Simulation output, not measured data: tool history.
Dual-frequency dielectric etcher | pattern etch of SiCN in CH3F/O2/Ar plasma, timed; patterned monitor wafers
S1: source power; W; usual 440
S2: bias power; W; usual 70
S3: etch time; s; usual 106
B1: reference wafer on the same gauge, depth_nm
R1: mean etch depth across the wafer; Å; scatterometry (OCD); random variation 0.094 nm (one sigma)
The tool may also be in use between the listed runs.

run   hour   S1  S2     S3     B1     R1
  1      0  440  70    106  45.69  393.8
  2   20.9  440  70    106   45.7  396.9
  3   52.8  440  70    106  45.69  396.5
      81.9  -- wet clean of the chamber
  4   82.4  440  70    115  45.73  412.7
  5   86.6  440  70    115   45.7  414.7
  6  100.3  440  70    115  45.73  415.2
  7  120.3  440  70    106  45.71  384.3
  8  151.3  440  70    106  45.69  384.5
     161.4  -- gauge calibrated
  9  178.5  440  70    106  45.65  385.3
 10  193.3  440  70    106  45.74  385.2
 11  214.6  440  70    106  45.72  386.7
 12  244.5  440  70    106  45.66  387.2
     273.4  -- upper electrode replaced
     275.1  -- source power generator calibrated
 13  275.6  530  63  127.5   45.7  474.9

Run 14 comes next. What will it give?
 14  301.2  380  62  93.5   ?   ?

Run 14 gave B1 45.69, R1 318.1 Å.
Without the tool's hidden state the same run would have given R1 312.1 Å.
